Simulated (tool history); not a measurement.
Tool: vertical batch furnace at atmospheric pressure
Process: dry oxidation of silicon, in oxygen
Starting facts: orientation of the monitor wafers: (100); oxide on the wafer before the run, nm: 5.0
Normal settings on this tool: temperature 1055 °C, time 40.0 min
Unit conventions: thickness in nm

run   hour  temperature  time  wafers since the last listed run  hours since the last temperature calibration  hours since the boat lift was adjusted  hours since the gauge calibration  read-back reference wafer on the same gauge, thickness  thickness
  1    0.0         1037  40.0                                 0                                        4668.3                                  4305.9                              387.3                                                   69.43      52.78
  2   36.0         1037  40.0                               529                                        4704.3                                  4341.9                              423.3                                                   69.38      51.92
  3   64.6         1037  40.0                               420                                        4732.9                                  4370.5                              451.9                                                   69.47      52.44
  4   87.8         1042  40.0                               341                                        4756.1                                  4393.7                              475.1                                                   69.51      54.51
  5  117.2         1042  40.0                               432                                        4785.5                                  4423.1                              504.5                                                   69.51      54.94
  6  151.2         1042  40.0                               499                                        4819.5                                  4457.1                              538.5                                                   69.40      54.95
     182.2  -- boat lift adjusted
     186.9  -- gauge calibrated
     193.1  -- thermocouples replaced and temperature profile calibrated
  7  193.6         1055  49.0                               109                                           0.5                                    11.4                                6.7                                                   69.49      69.10
  8  198.4         1055  40.0                                70                                           5.3                                    16.2                               11.5                                                   69.54      61.28
  9  212.1         1055  40.0                               201                                          19.0                                    29.9                               25.2                                                   69.48      60.65
 10  229.7         1055  40.0                               258                                          36.6                                    47.5                               42.8                                                   69.57      60.67
 11  263.2         1039  45.5                               492                                          70.1                                    81.0                               76.3                                                   69.34      57.90
 12  287.5         1062  55.5                               357                                          94.4                                   105.3                              100.6                                                   69.53      78.46
 13  316.1         1055  40.0                               420                                         123.0                                   133.9                              129.2                                                   69.54      61.23
 14  340.5         1055  40.0                               358                                         147.4                                   158.3                              153.6                                                   69.54      60.96
 15  367.3         1074  49.0                               394                                         174.2                                   185.1                              180.4                                                   69.48      80.07
 16  396.9         1069  29.5                               435                                         203.8                                   214.7                              210.0                                                   69.61      56.78
 17  414.9         1055  46.0                               264                                         221.8                                   232.7                              228.0                                                   69.52      66.43
 18  447.2         1071  47.0                               474                                         254.1                                   265.0                              260.3                                                   69.49      76.71
 19  471.4         1071  40.0                               355                                         278.3                                   289.2                              284.5                                                   69.47      69.77
 20  493.3         1065  40.0                               322                                         300.2                                   311.1                              306.4                                                   69.42      65.80

State the hidden condition of the tool at each of the runs:
true tube temperature minus thermocouple reading, K: 0 in every run
monitor wafer colder than the profiled boat position, K: 0 in every run
gauge reads high (%): 0 in every run

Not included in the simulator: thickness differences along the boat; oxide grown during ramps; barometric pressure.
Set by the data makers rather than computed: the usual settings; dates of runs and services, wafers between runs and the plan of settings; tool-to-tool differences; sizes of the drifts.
